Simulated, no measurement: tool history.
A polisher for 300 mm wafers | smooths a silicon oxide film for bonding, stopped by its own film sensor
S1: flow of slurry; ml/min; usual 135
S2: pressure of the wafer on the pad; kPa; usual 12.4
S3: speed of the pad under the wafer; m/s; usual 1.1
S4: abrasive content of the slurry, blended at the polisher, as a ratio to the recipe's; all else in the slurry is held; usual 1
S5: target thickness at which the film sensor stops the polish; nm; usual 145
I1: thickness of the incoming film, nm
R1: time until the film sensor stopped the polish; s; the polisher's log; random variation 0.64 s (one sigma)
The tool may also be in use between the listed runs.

Run 1, day 0: usual settings but S1 115 ml/min; I1 186.1. Result: R1 50.8 s.
Run 2, day 2.142: usual settings but S5 137 nm; I1 190.5. Result: R1 66.2 s.
Run 3, day 4.454: usual settings but S5 137 nm; I1 190.4. Result: R1 66 s.
At day 4.821: worn pad replaced by a new one.
Run 4, day 7.967: usual settings but S5 137 nm; I1 190.7. Result: R1 67.6 s.
At day 8.054: head pressure recalibrated.
Run 5, day 11.933: usual settings but S4 0.8; I1 192.4. Result: R1 66.9 s.
At day 12.479: slurry nozzle cleaned.
Run 6, day 16.062: usual settings; I1 189.4. Result: R1 59.1 s.
Run 7, day 17.879: usual settings; I1 192. Result: R1 62.5 s.
Run 8, day 21.558: usual settings; I1 188.3. Result: R1 59.3 s.
At day 24.796: slurry blender recalibrated.
Run 9, day 25.679: usual settings; I1 190.6. Result: R1 56.3 s.
Run 10, day 29.258: usual settings but S2 15.2 kPa, S3 1.38 m/s, S4 0.9, S5 159 nm; I1 189.2. Result: R1 29 s.
At day 31.65: worn pad replaced by a new one.
Run 11, day 31.771: usual settings but S5 160 nm; I1 193.3. Result: R1 41.2 s.
Run 12, day 34.654: usual settings but S3 1.24 m/s, S4 0.8; I1 189.9. Result: R1 56.1 s.
At day 37.562: slurry nozzle cleaned.
At day 37.738: head pressure recalibrated.
Run 13, day 38.212: usual settings but S3 0.8 m/s; I1 190.3. Result: R1 70.1 s.
Run 14, day 42.292: usual settings but S3 0.84 m/s, S5 160 nm; I1 191.1. Result: R1 47.4 s.
Run 15, day 46.325: usual settings; I1 190.8. Result: R1 62.7 s.
Run 16, day 48.154: usual settings; I1 188.1. Result: R1 58.6 s.
At day 49.921: slurry blender recalibrated.
Run 17, day 50.862: usual settings; I1 192.6. Result: R1 56.9 s.
At day 53.908: worn pad replaced by a new one.
Run 18, day 53.929: usual settings; I1 191.4. Result: R1 58 s.
Run 19, day 56.662: usual settings but S3 1.3 m/s; I1 193.2. Result: R1 54.4 s.
Run 20, day 59.679: usual settings but S2 14.5 kPa, S4 1.25; I1 192. Result: R1 48.7 s.

Forecast run 21:
Run 21, day 63.188: usual settings but S1 105 ml/min, S5 133 nm; I1 189.8. Result: R1 ?.

R1: 75.6 s
Without the tool's hidden state the same run would have given R1 70.3 s.

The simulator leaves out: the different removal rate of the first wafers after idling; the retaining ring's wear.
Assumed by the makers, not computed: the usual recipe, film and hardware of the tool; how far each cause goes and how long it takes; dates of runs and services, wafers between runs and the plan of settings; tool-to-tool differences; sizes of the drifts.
